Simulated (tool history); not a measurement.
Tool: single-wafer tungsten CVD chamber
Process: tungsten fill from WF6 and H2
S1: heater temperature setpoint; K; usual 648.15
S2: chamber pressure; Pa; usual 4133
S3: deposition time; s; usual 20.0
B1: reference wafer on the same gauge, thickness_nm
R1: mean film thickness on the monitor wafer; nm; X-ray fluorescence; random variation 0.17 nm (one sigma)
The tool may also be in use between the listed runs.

{"run": 1, "hour": 0.0, "S1": 654.15, "S2": 3920, "S3": 20.0, "B1": 43.163, "R1": 36.434}
{"run": 2, "hour": 35.8, "S1": 654.15, "S2": 3920, "S3": 20.0, "B1": 43.178, "R1": 36.156}
{"run": 3, "hour": 69.3, "S1": 648.15, "S2": 4573, "S3": 20.0, "B1": 43.241, "R1": 35.282}
{"run": 4, "hour": 100.0, "S1": 648.15, "S2": 4573, "S3": 20.0, "B1": 43.192, "R1": 34.883}
{"run": 5, "hour": 135.1, "S1": 648.15, "S2": 4573, "S3": 20.0, "B1": 43.215, "R1": 34.986}
{"hour": 145.1, "done": "gauge calibrated"}
{"run": 6, "hour": 153.0, "S1": 648.15, "S2": 4133, "S3": 20.0, "B1": 43.221, "R1": 33.031}
{"run": 7, "hour": 182.1, "S1": 648.15, "S2": 3733, "S3": 20.0, "B1": 43.165, "R1": 31.146}
{"run": 8, "hour": 203.6, "S1": 648.15, "S2": 3733, "S3": 20.0, "B1": 43.141, "R1": 31.244}
{"run": 9, "hour": 239.5, "S1": 648.15, "S2": 3733, "S3": 20.0, "B1": 43.237, "R1": 31.017}
{"run": 10, "hour": 271.4, "S1": 648.15, "S2": 3786, "S3": 20.0, "B1": 43.139, "R1": 31.258}
{"hour": 280.4, "done": "thermocouple changed; heater temperature recalibrated"}
{"run": 11, "hour": 291.7, "S1": 648.15, "S2": 3786, "S3": 20.0, "B1": 43.188, "R1": 33.856}
{"run": 12, "hour": 327.0, "S1": 648.15, "S2": 4133, "S3": 20.0, "B1": 43.21, "R1": 34.924}
{"run": 13, "hour": 362.7, "S1": 657.15, "S2": 3746, "S3": 23.4, "B1": 43.2, "R1": 45.906}
{"run": 14, "hour": 393.3, "S1": 654.15, "S2": 4133, "S3": 20.0, "B1": 43.106, "R1": 39.227}
{"run": 15, "hour": 406.6, "S1": 636.15, "S2": 3306, "S3": 20.0, "B1": 43.178, "R1": 24.871}
{"hour": 427.1, "done": "capacitance manometer re-zeroed and calibrated"}
{"hour": 427.1, "done": "showerhead replaced"}
{"run": 16, "hour": 427.6, "S1": 658.15, "S2": 4800, "S3": 21.7, "B1": 43.204, "R1": 50.224}
{"run": 17, "hour": 443.6, "S1": 648.15, "S2": 4133, "S3": 20.0, "B1": 43.196, "R1": 35.979}
{"run": 18, "hour": 473.8, "S1": 648.15, "S2": 4133, "S3": 20.0, "B1": 43.248, "R1": 35.506}
{"run": 19, "hour": 492.2, "S1": 662.15, "S2": 4480, "S3": 16.1, "B1": 43.175, "R1": 38.659}
{"run": 20, "hour": 524.9, "S1": 648.15, "S2": 4133, "S3": 22.7, "B1": 43.279, "R1": 40.275}
{"run": 21, "hour": 546.9, "S1": 657.15, "S2": 3640, "S3": 22.8, "B1": 43.2, "R1": 44.562}
{"run": 22, "hour": 574.1, "S1": 663.15, "S2": 4133, "S3": 20.0, "B1": 43.162, "R1": 46.62}
{"run": 23, "hour": 600.1, "S1": 648.15, "S2": 4133, "S3": 20.0, "B1": 43.243, "R1": 35.692}
{"run": 24, "hour": 618.0, "S1": 635.15, "S2": 4133, "S3": 20.0, "B1": 43.216, "R1": 28.009}
{"run": 25, "hour": 631.7, "S1": 634.15, "S2": 4133, "S3": 17.4, "B1": 43.171, "R1": 23.684}
{"run": 26, "hour": 658.2, "S1": 656.15, "S2": 4133, "S3": 23.7, "B1": 43.227, "R1": 48.826}
{"run": 27, "hour": 688.2, "S1": 648.15, "S2": 4133, "S3": 20.0, "B1": 43.172, "R1": 35.524}
{"run": 28, "hour": 701.6, "S1": 660.15, "S2": 4413, "S3": 21.6, "B1": 43.15, "R1": 49.279}
{"run": 29, "hour": 722.7, "S1": 654.15, "S2": 3253, "S3": 18.0, "B1": 43.24, "R1": 31.415}
{"run": 30, "hour": 784.2, "S1": 648.15, "S2": 4133, "S3": 20.0, "B1": 43.163, "R1": 35.645}
{"run": 31, "hour": 799.8, "S1": 662.15, "S2": 4480, "S3": 16.1, "B1": 43.135, "R1": 38.256}
{"run": 32, "hour": 834.2, "S1": 659.15, "S2": 3800, "S3": 17.5, "B1": 43.226, "R1": 36.02}
{"run": 33, "hour": 863.9, "S1": 660.15, "S2": 4400, "S3": 20.0, "B1": 43.249, "R1": 45.188}
{"run": 34, "hour": 898.0, "S1": 648.15, "S2": 5093, "S3": 18.3, "B1": 43.217, "R1": 35.589}

4 ways to go on from here, each from the tool as it stands after run 34. What would each give?
{"run": "A", "hour": 898.4, "S1": 648.15, "S2": 4133, "S3": 23.4, "B1": "?", "R1": "?"}
{"run": "B", "hour": 898.4, "S1": 634.15, "S2": 4133, "S3": 22.5, "B1": "?", "R1": "?"}
{"run": "C", "hour": 898.4, "S1": 635.15, "S2": 4680, "S3": 23.9, "B1": "?", "R1": "?"}
{"run": "D", "hour": 898.4, "S1": 648.15, "S2": 3360, "S3": 20.0, "B1": "?", "R1": "?"}

run=A B1=43.167 R1=41.251
run=B B1=43.167 R1=30.476
run=C B1=43.167 R1=35.171
run=D B1=43.167 R1=31.601
Without the tool's hidden state the same runs would have given:
run=A R1=42.318
run=B R1=31.299
run=C R1=36.119
run=D R1=32.421

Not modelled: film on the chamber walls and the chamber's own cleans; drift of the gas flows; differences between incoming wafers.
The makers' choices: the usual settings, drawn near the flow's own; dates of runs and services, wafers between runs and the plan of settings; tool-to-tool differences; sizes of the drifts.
